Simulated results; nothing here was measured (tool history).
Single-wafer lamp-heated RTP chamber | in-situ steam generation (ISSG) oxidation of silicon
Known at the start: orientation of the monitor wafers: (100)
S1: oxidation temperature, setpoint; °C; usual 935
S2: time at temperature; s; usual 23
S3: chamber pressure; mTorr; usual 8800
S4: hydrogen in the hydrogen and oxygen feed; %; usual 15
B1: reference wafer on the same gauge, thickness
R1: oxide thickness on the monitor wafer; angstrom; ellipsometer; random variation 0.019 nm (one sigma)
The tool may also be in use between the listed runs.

{"run": 1, "hour": 0.0, "S1": 935, "S2": 23, "S3": 8800, "S4": 15, "B1": 4.833, "R1": 40.72}
{"run": 2, "hour": 52.4, "S1": 935, "S2": 23, "S3": 8800, "S4": 15, "B1": 4.835, "R1": 40.79}
{"run": 3, "hour": 80.6, "S1": 935, "S2": 23, "S3": 8800, "S4": 15, "B1": 4.822, "R1": 40.75}
{"run": 4, "hour": 140.4, "S1": 935, "S2": 23, "S3": 8800, "S4": 15, "B1": 4.833, "R1": 41.04}
{"run": 5, "hour": 194.2, "S1": 935, "S2": 23, "S3": 8800, "S4": 15, "B1": 4.828, "R1": 41.13}
{"run": 6, "hour": 261.4, "S1": 935, "S2": 23, "S3": 8800, "S4": 15, "B1": 4.831, "R1": 41.1}
{"run": 7, "hour": 288.9, "S1": 927, "S2": 23, "S3": 8800, "S4": 15, "B1": 4.831, "R1": 40.5}
{"hour": 303.9, "done": "pyrometer window cleaned and pyrometer calibrated"}
{"run": 8, "hour": 331.7, "S1": 927, "S2": 23, "S3": 8800, "S4": 15, "B1": 4.834, "R1": 40.78}
{"run": 9, "hour": 373.8, "S1": 927, "S2": 23, "S3": 8800, "S4": 15, "B1": 4.826, "R1": 41}
{"run": 10, "hour": 434.3, "S1": 935, "S2": 23, "S3": 8800, "S4": 15, "B1": 4.833, "R1": 41.88}
{"run": 11, "hour": 480.4, "S1": 935, "S2": 23, "S3": 8800, "S4": 15, "B1": 4.829, "R1": 41.75}
{"hour": 621.2, "done": "pyrometer window cleaned and pyrometer calibrated, repeated, since the last time left the tool worse"}
{"run": 12, "hour": 656.8, "S1": 935, "S2": 16, "S3": 8800, "S4": 15, "B1": 4.832, "R1": 35.23}
{"run": 13, "hour": 705.5, "S1": 935, "S2": 16, "S3": 8800, "S4": 15, "B1": 4.831, "R1": 35.67}
{"run": 14, "hour": 739.2, "S1": 935, "S2": 16, "S3": 8800, "S4": 15, "B1": 4.825, "R1": 35.39}
{"hour": 755.6, "done": "hydrogen flow controller replaced"}
{"run": 15, "hour": 785.9, "S1": 935, "S2": 21, "S3": 8800, "S4": 15, "B1": 4.831, "R1": 39.27}
{"run": 16, "hour": 931.7, "S1": 945, "S2": 32, "S3": 9300, "S4": 15, "B1": 4.835, "R1": 49.17}
{"hour": 935.6, "done": "gauge calibrated"}
{"run": 17, "hour": 984.8, "S1": 949, "S2": 27, "S3": 9700, "S4": 18, "B1": 4.838, "R1": 47.95}
{"hour": 996.6, "done": "pyrometer window cleaned and pyrometer calibrated"}
{"run": 18, "hour": 1040.9, "S1": 935, "S2": 19, "S3": 8800, "S4": 15, "B1": 4.831, "R1": 38.02}
{"run": 19, "hour": 1070.7, "S1": 954, "S2": 23, "S3": 8800, "S4": 11, "B1": 4.83, "R1": 40.71}
{"run": 20, "hour": 1102.8, "S1": 950, "S2": 21, "S3": 8800, "S4": 20, "B1": 4.844, "R1": 43.52}
{"run": 21, "hour": 1161.8, "S1": 935, "S2": 23, "S3": 8800, "S4": 15, "B1": 4.832, "R1": 40.8}
{"run": 22, "hour": 1195.9, "S1": 935, "S2": 30, "S3": 8800, "S4": 11, "B1": 4.832, "R1": 43.55}
{"run": 23, "hour": 1231.9, "S1": 935, "S2": 23, "S3": 8800, "S4": 15, "B1": 4.824, "R1": 40.73}
{"hour": 1304.2, "done": "pyrometer window cleaned and pyrometer calibrated"}
{"run": 24, "hour": 1304.7, "S1": 922, "S2": 14, "S3": 7500, "S4": 19, "B1": 4.82, "R1": 34.29}
{"hour": 1319.5, "done": "pressure gauge zeroed"}
{"run": 25, "hour": 1364.2, "S1": 948, "S2": 23, "S3": 8800, "S4": 15, "B1": 4.831, "R1": 42.57}
{"run": 26, "hour": 1412.2, "S1": 935, "S2": 25, "S3": 7700, "S4": 15, "B1": 4.834, "R1": 42.35}
{"run": 27, "hour": 1614.9, "S1": 928, "S2": 29, "S3": 8000, "S4": 19, "B1": 4.839, "R1": 46.96}

Run 28 comes next. What will it give?
{"run": 28, "hour": 1653.3, "S1": 946, "S2": 23, "S3": 8800, "S4": 15, "B1": "?", "R1": "?"}

Run 28 gave B1 4.83, R1 42.87 angstrom.
Without the tool's hidden state the same run would have given R1 42.13 angstrom.
